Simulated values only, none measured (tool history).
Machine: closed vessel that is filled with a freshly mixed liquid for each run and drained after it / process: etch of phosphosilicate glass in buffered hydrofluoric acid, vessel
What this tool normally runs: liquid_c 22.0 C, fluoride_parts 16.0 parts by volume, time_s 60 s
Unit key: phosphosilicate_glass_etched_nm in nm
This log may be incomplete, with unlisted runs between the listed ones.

| run | hour | liquid_c | fluoride_parts | time_s | read-back film thickness of the phosphosilicate glass reference wafer, read on the same gauge (nm) | phosphosilicate_glass_etched_nm |
|---|---|---|---|---|---|---|
| 1 | 0.0 | 22.0 | 16.0 | 60 | 80.01 | 129.92 |
| 2 | 19.6 | 22.0 | 16.0 | 60 | 79.98 | 129.53 |
| 3 | 51.2 | 22.0 | 16.0 | 60 | 79.97 | 131.26 |
| 4 | 86.2 | 22.0 | 16.0 | 70 | 80.00 | 151.67 |
| 5 | 115.3 | 22.0 | 16.0 | 60 | 80.00 | 129.87 |
| 6 | 128.3 | 22.0 | 16.0 | 60 | 80.01 | 129.21 |
| 7 | 152.6 | 22.0 | 16.0 | 60 | 79.99 | 128.02 |
| 8 | 179.7 | 22.0 | 16.0 | 60 | 80.00 | 130.16 |
| 9 | 212.4 | 22.0 | 16.0 | 60 | 80.00 | 127.31 |
|  | 219.2 | gauge calibrated |
| 10 | 224.8 | 22.0 | 16.0 | 60 | 80.01 | 127.80 |
| 11 | 260.8 | 22.0 | 16.0 | 60 | 80.01 | 128.90 |
|  | 266.1 | thermometer replaced |
| 12 | 280.0 | 22.0 | 16.0 | 50 | 80.01 | 105.97 |
| 13 | 295.2 | 22.0 | 16.0 | 50 | 79.98 | 106.60 |
| 14 | 313.1 | 19.5 | 16.0 | 35 | 80.01 | 64.43 |
| 15 | 333.9 | 19.5 | 16.0 | 35 | 79.98 | 64.67 |
| 16 | 347.3 | 22.0 | 16.0 | 60 | 79.99 | 127.14 |
| 17 | 368.0 | 17.0 | 22.0 | 30 | 79.98 | 37.35 |
| 18 | 384.0 | 22.0 | 16.0 | 60 | 79.98 | 125.82 |
| 19 | 419.2 | 22.0 | 10.5 | 60 | 80.04 | 192.47 |
| 20 | 434.8 | 22.0 | 18.5 | 90 | 79.97 | 165.99 |
| 21 | 446.9 | 22.0 | 16.0 | 60 | 80.02 | 126.74 |
| 22 | 472.6 | 22.0 | 22.5 | 60 | 79.98 | 97.01 |
| 23 | 489.9 | 22.0 | 16.0 | 60 | 80.02 | 126.18 |
|  | 503.7 | hydrofluoric acid flow meter replaced |
| 24 | 513.3 | 22.0 | 14.0 | 35 | 80.01 | 93.91 |
| 25 | 531.9 | 26.5 | 11.0 | 35 | 80.00 | 150.85 |
| 26 | 547.3 | 22.0 | 16.0 | 60 | 80.00 | 139.28 |
| 27 | 573.9 | 22.0 | 16.0 | 30 | 80.02 | 69.73 |
| 28 | 601.7 | 27.0 | 12.0 | 40 | 80.04 | 161.22 |
| 29 | 624.6 | 22.0 | 16.0 | 60 | 80.03 | 138.90 |
| 30 | 644.1 | 22.0 | 16.0 | 60 | 79.99 | 139.05 |
| 31 | 662.8 | 23.5 | 13.5 | 60 | 79.94 | 179.75 |
| 32 | 676.2 | 25.5 | 16.0 | 30 | 80.01 | 83.14 |

Measured less the same run without the tool's hidden state. The same run-to-run variation is in both; the gauge's scatter may not be:
Hidden state present: liquid colder than its thermometer reads (K); hydrofluoric acid flow below the setpoint (%); gauge reads high (%).
| run | phosphosilicate_glass_etched_nm |
|---|---|
| 1 | -11.77 |
| 2 | -11.94 |
| 3 | -12.44 |
| 4 | -14.82 |
| 5 | -13.00 |
| 6 | -13.07 |
| 7 | -13.21 |
| 8 | -13.73 |
| 9 | -13.77 |
| 10 | -13.96 |
| 11 | -14.47 |
| 12 | -12.07 |
| 13 | -12.28 |
| 14 | -7.53 |
| 15 | -7.66 |
| 16 | -15.21 |
| 17 | -3.13 |
| 18 | -15.45 |
| 19 | -23.97 |
| 20 | -18.73 |
| 21 | -16.26 |
| 22 | -8.69 |
| 23 | -16.64 |
| 24 | -1.16 |
| 25 | -2.05 |
| 26 | -2.06 |
| 27 | -1.17 |
| 28 | -2.98 |
| 29 | -2.81 |
| 30 | -3.00 |
| 31 | -4.11 |
| 32 | -1.99 |
